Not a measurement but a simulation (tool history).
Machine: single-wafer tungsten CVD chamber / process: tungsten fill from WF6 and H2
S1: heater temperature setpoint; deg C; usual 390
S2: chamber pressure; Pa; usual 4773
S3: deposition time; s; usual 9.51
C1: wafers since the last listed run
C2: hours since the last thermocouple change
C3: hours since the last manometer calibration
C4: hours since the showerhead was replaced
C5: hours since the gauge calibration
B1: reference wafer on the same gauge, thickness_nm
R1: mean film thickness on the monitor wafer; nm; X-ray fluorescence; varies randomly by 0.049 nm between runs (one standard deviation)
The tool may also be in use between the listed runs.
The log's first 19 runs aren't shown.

run    hour   S1    S2     S3    C1      C2      C3      C4      C5      B1      R1
 20  1181.7  390  4773   9.51  1232   252.1   299.8  8367.2   777.5  22.179  22.238
 21  1249.0  378  5800  10.57  1764   319.4   367.1  8434.5   844.8  22.141  21.219
 22  1459.0  400  5333   8.64  5507   529.4   577.1  8644.5  1054.8  22.153  25.464
     1474.7  -- showerhead replaced
 23  1522.5  390  5120  10.79  1455   592.9   640.6    47.8  1118.3  22.111  25.914
 24  1572.6  390  4093   9.51  1313   643.0   690.7    97.9  1168.4  22.131  21.061
 25  1620.8  390  5760   9.51  1264   691.2   738.9   146.1  1216.6  22.121  23.982
 26  1660.1  381  5840   9.51  1030   730.5   778.2   185.4  1255.9  22.107  20.251
 27  1719.3  390  5693   9.51  1552   789.7   837.4   244.6  1315.1  22.106  23.884
 28  1777.0  386  4773  10.21  1513   847.4   895.1   302.3  1372.8  22.078  22.106
 29  1814.2  399  4306  11.28   975   884.6   932.3   339.5  1410.0  22.099  29.990
 30  1848.3  398  5919   8.99   894   918.7   966.4   373.6  1444.1  22.081  26.581
 31  1899.4  390  5626   9.51  1340   969.8  1017.5   424.7  1495.2  22.087  23.724
 32  1945.8  384  5826  10.24  1216  1016.2  1063.9   471.1  1541.6  22.081  23.223
 33  1969.8  390  4773   9.51   629  1040.2  1087.9   495.1  1565.6  22.078  22.265
 34  2031.4  390  4773   8.14  1615  1101.8  1149.5   556.7  1627.2  22.044  18.979
 35  2081.2  390  5333   9.51  1306  1151.6  1199.3   606.5  1677.0  22.068  23.197

Consider 3 possible next runs. They are alternatives, not a sequence: every one starts from the tool as it was left by run 35. What does each give?
  A  2081.6  390  4773  9.51  10  1152.0  1199.7  606.9  1677.4   ?   ?
  B  2081.6  380  4333  9.51  10  1152.0  1199.7  606.9  1677.4   ?   ?
  C  2081.6  396  5200  8.06  10  1152.0  1199.7  606.9  1677.4   ?   ?

run      B1      R1
  A  22.073  22.263
  B  22.073  17.617
  C  22.073  21.828
Stripped of hidden state, with their random variation kept, the same runs would have yielded:
run      R1
  A  22.404
  B  17.729
  C  21.966
